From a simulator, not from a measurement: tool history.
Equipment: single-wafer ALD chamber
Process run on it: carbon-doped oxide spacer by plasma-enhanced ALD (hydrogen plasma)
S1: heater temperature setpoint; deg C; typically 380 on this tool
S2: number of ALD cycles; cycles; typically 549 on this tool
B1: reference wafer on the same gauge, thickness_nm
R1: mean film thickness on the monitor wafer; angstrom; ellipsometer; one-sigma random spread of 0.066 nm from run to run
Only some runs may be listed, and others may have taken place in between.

{"run": 1, "hour": 0.0, "S1": 380, "S2": 549, "B1": 24.498, "R1": 262.98}
{"run": 2, "hour": 11.8, "S1": 380, "S2": 549, "B1": 24.505, "R1": 265.67}
{"run": 3, "hour": 26.3, "S1": 380, "S2": 549, "B1": 24.508, "R1": 264.73}
{"run": 4, "hour": 40.2, "S1": 380, "S2": 549, "B1": 24.506, "R1": 263.92}
{"run": 5, "hour": 51.3, "S1": 391, "S2": 573, "B1": 24.506, "R1": 276.05}
{"run": 6, "hour": 59.1, "S1": 391, "S2": 573, "B1": 24.499, "R1": 274.93}
{"run": 7, "hour": 68.3, "S1": 391, "S2": 573, "B1": 24.514, "R1": 276.65}
{"run": 8, "hour": 82.5, "S1": 380, "S2": 577, "B1": 24.503, "R1": 278.35}
{"run": 9, "hour": 91.8, "S1": 380, "S2": 577, "B1": 24.512, "R1": 277.23}
{"run": 10, "hour": 102.5, "S1": 388, "S2": 549, "B1": 24.513, "R1": 264.26}
{"run": 11, "hour": 120.4, "S1": 371, "S2": 609, "B1": 24.502, "R1": 292.21}
{"hour": 128.8, "done": "gauge calibrated"}
{"run": 12, "hour": 136.3, "S1": 380, "S2": 549, "B1": 24.49, "R1": 263.88}
{"run": 13, "hour": 143.0, "S1": 391, "S2": 573, "B1": 24.495, "R1": 275.03}
{"run": 14, "hour": 150.0, "S1": 380, "S2": 549, "B1": 24.501, "R1": 264.62}
{"hour": 169.3, "done": "thermocouple changed; heater temperature recalibrated"}
{"run": 15, "hour": 169.8, "S1": 371, "S2": 549, "B1": 24.508, "R1": 264.85}
{"run": 16, "hour": 179.1, "S1": 375, "S2": 549, "B1": 24.495, "R1": 264.65}
{"run": 17, "hour": 194.1, "S1": 370, "S2": 633, "B1": 24.499, "R1": 304.91}
{"run": 18, "hour": 206.6, "S1": 384, "S2": 549, "B1": 24.503, "R1": 265.09}

For run 19, what comes out?
{"run": 19, "hour": 223.9, "S1": 380, "S2": 622, "B1": "?", "R1": "?"}

Run 19 yielded B1 24.504, R1 299.75 angstrom.
With the hidden condition absent and the run-to-run variation left alone, this run would have shown R1 299.75 angstrom.

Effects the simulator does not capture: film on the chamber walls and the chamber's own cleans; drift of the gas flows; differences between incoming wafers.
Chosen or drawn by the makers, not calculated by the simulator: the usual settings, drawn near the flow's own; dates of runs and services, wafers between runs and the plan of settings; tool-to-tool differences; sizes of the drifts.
